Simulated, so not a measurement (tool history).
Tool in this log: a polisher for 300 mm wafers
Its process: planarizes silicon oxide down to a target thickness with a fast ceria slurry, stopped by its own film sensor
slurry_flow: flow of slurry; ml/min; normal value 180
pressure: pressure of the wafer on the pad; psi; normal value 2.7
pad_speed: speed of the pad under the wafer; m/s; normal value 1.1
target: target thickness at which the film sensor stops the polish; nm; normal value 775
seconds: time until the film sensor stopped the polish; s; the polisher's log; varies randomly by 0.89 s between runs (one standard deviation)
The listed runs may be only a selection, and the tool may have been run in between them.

run	hour	slurry_flow	pressure	pad_speed	target	incoming thickness of the incoming film, nm	seconds
1	0	180	2.7	1.1	775	1875	57.2
2	12.1	230	2.7	1.1	775	1870.4	55
3	37.5	210	3.3	1.1	775	1881.5	47
4	68	210	3.3	1.1	775	1861	46.3
5	99	210	3.3	1.1	775	1875.1	47.3
# hour 116.9: worn pad replaced by a new one, of another model than before
6	127.7	205	2.7	1.1	775	1872.4	57
7	150.4	205	2.7	1.1	775	1879.3	56.7
8	174	205	2.7	1.1	775	1870.3	56.2
# hour 175.6: slurry nozzle cleaned
9	194	180	2.7	1.1	775	1872.1	54.1
10	229.2	180	2.7	1.1	775	1870.3	55.3
11	257.9	180	2.7	1.1	775	1836.1	54
12	270.7	180	2.7	1.1	775	1892.4	56.4
# hour 275.6: head pressure recalibrated
13	304	180	2.7	1.1	775	1875.1	54.7
# hour 315.8: worn pad replaced by a new one
14	318.2	180	2.7	1.1	775	1844.8	53.4
15	345.2	115	2.4	1.34	775	1847.1	52.5
16	376.3	180	2	0.8	415	1887.4	99.8
17	393.4	205	3	1.1	523	1864.1	61.3
18	409.7	180	3.4	1.1	775	1866	47.4
19	433.8	205	2.7	1.1	775	1858.3	53.6
20	448.4	160	2.7	1.24	1151	1866.5	34.9
21	473.9	180	2.7	1.1	775	1868.9	55.2
22	496.3	200	2.7	1.1	775	1868.7	56.1
# hour 507.9: worn pad replaced by a new one
23	523.4	205	1.9	0.96	775	1891.1	71
24	540.2	115	2.7	1.1	775	1892	62
25	557.8	180	2	1.1	678	1862.6	71.6
26	580.4	180	3.2	1.1	443	1879	66.5
27	610.8	180	3.2	0.88	775	1865.8	57.7
28	638.7	135	3	1.1	463	1832.2	71.6
29	664.2	160	2	1.1	1035	1856.8	51.6
30	676.9	180	1.8	1.1	587	1875.4	84.3
31	704.6	215	2.7	1.1	1123	1845.7	35.9
# hour 714.9: worn pad replaced by a new one
32	733	240	2.7	1.34	453	1878.5	63.7
# hour 745.4: slurry nozzle cleaned
33	752.2	160	2.7	1.1	403	1855.8	74.3
34	770.4	180	2.7	1.1	775	1874	53.9
35	802.6	180	2.7	1.1	775	1845.8	53.1
36	837.4	180	2.7	0.8	775	1868.1	63.7

Selected run-to-run steps in seconds, each split into two signed amounts: the part the tool would show with no hidden state at all (from settings, incoming material and random variation), and the remainder, which goes to the hidden state together with any gauge scatter not common to the measured and the hidden-state-free results:
The hidden state here: removal rate lost through wear of the pad, %; slurry flow missing at the pad, %; deviation of the head's pressure from its setpoint, %.
Run 8 -> 9: slurry_flow 205 -> 180, slurry nozzle cleaned. seconds -2.1 s: hidden state -3.3, all else +1.2.
Run 15 -> 16: slurry_flow 115 -> 180, pressure 2.4 -> 2, pad_speed 1.34 -> 0.8, target 775 -> 415. seconds +47.3 s: hidden state +0.9, all else +46.4.
Run 16 -> 17: slurry_flow 180 -> 205, pressure 2 -> 3, pad_speed 0.8 -> 1.1, target 415 -> 523. seconds -38.5 s: hidden state -0.9, all else -37.6.
Run 30 -> 31: slurry_flow 180 -> 215, pressure 1.8 -> 2.7, target 587 -> 1123. seconds -48.4 s: hidden state -3.2, all else -45.2.
Run 32 -> 33: slurry_flow 240 -> 160, pad_speed 1.34 -> 1.1, target 453 -> 403, slurry nozzle cleaned. seconds +10.6 s: hidden state -3.5, all else +14.1.
